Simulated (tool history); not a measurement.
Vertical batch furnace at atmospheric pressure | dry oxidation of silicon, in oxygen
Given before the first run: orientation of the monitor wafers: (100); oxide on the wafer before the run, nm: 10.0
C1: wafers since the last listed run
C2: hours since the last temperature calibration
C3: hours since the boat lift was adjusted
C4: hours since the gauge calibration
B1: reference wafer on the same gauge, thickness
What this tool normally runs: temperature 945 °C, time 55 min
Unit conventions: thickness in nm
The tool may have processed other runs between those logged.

{"run": 1, "day": 0.0, "temperature": 945, "time": 55, "C1": 0, "C2": 1892.8, "C3": 2891.1, "C4": 165.2, "B1": 33.21, "thickness": 32.71}
{"run": 2, "day": 3.204, "temperature": 945, "time": 55, "C1": 934, "C2": 1969.7, "C3": 2968, "C4": 242.1, "B1": 33.21, "thickness": 32.74}
{"run": 3, "day": 5.2, "temperature": 934, "time": 44.5, "C1": 582, "C2": 2017.6, "C3": 3015.9, "C4": 290, "B1": 33.19, "thickness": 26.78}
{"run": 4, "day": 7.667, "temperature": 934, "time": 44.5, "C1": 719, "C2": 2076.8, "C3": 3075.1, "C4": 349.2, "B1": 33.19, "thickness": 26.78}
{"run": 5, "day": 10.633, "temperature": 934, "time": 44.5, "C1": 865, "C2": 2148, "C3": 3146.3, "C4": 420.4, "B1": 33.19, "thickness": 26.89}
{"run": 6, "day": 13.75, "temperature": 945, "time": 43, "C1": 908, "C2": 2222.8, "C3": 3221.1, "C4": 495.2, "B1": 33.2, "thickness": 28.83}
{"day": 14.925, "done": "boat lift adjusted"}
{"run": 7, "day": 15.95, "temperature": 945, "time": 43, "C1": 349, "C2": 2275.6, "C3": 24.6, "C4": 548, "B1": 33.2, "thickness": 28.85}
{"run": 8, "day": 19.462, "temperature": 945, "time": 47.5, "C1": 1024, "C2": 2359.9, "C3": 108.9, "C4": 632.3, "B1": 33.21, "thickness": 30.47}
{"day": 22.888, "done": "thermocouples replaced and temperature profile calibrated"}
{"run": 9, "day": 22.908, "temperature": 945, "time": 41, "C1": 713, "C2": 0.5, "C3": 191.6, "C4": 715, "B1": 33.21, "thickness": 27.2}
{"run": 10, "day": 24.471, "temperature": 921, "time": 77, "C1": 455, "C2": 38, "C3": 229.1, "C4": 752.5, "B1": 33.19, "thickness": 31.48}
{"run": 11, "day": 26.662, "temperature": 967, "time": 66.5, "C1": 639, "C2": 90.6, "C3": 281.7, "C4": 805.1, "B1": 33.17, "thickness": 42.27}
{"run": 12, "day": 29.354, "temperature": 961, "time": 64.5, "C1": 784, "C2": 155.2, "C3": 346.3, "C4": 869.7, "B1": 33.19, "thickness": 39.7}
{"run": 13, "day": 31.325, "temperature": 927, "time": 55, "C1": 574, "C2": 202.5, "C3": 393.6, "C4": 917, "B1": 33.19, "thickness": 27.72}
{"day": 33.862, "done": "gauge calibrated"}
{"run": 14, "day": 34.729, "temperature": 937, "time": 81, "C1": 992, "C2": 284.2, "C3": 475.3, "C4": 20.8, "B1": 33.22, "thickness": 37.36}
{"run": 15, "day": 36.962, "temperature": 945, "time": 43, "C1": 651, "C2": 337.8, "C3": 528.9, "C4": 74.4, "B1": 33.2, "thickness": 28.04}
{"run": 16, "day": 40.096, "temperature": 945, "time": 55, "C1": 913, "C2": 413, "C3": 604.1, "C4": 149.6, "B1": 33.21, "thickness": 32.13}
{"run": 17, "day": 43.121, "temperature": 945, "time": 55, "C1": 882, "C2": 485.6, "C3": 676.7, "C4": 222.2, "B1": 33.21, "thickness": 32.19}

Forecast each of these 5 alternatives for the next run:
{"run": "A", "day": 43.288, "temperature": 945, "time": 55, "C1": 48, "C2": 489.6, "C3": 680.7, "C4": 226.2, "B1": "?", "thickness": "?"}
{"run": "B", "day": 43.288, "temperature": 945, "time": 71, "C1": 48, "C2": 489.6, "C3": 680.7, "C4": 226.2, "B1": "?", "thickness": "?"}
{"run": "C", "day": 43.288, "temperature": 957, "time": 55, "C1": 48, "C2": 489.6, "C3": 680.7, "C4": 226.2, "B1": "?", "thickness": "?"}
{"run": "D", "day": 43.288, "temperature": 921, "time": 47, "C1": 48, "C2": 489.6, "C3": 680.7, "C4": 226.2, "B1": "?", "thickness": "?"}
{"run": "E", "day": 43.288, "temperature": 962, "time": 31, "C1": 48, "C2": 489.6, "C3": 680.7, "C4": 226.2, "B1": "?", "thickness": "?"}

run=A B1=33.2 thickness=32.18
run=B B1=33.2 thickness=37.27
run=C B1=33.2 thickness=35.49
run=D B1=33.2 thickness=24.57
run=E B1=33.2 thickness=27.1
The same runs, with their run-to-run variation unchanged, on a tool lacking any hidden condition would have given:
run=A thickness=31.59
run=B thickness=36.57
run=C thickness=34.91
run=D thickness=24.2
run=E thickness=26.74

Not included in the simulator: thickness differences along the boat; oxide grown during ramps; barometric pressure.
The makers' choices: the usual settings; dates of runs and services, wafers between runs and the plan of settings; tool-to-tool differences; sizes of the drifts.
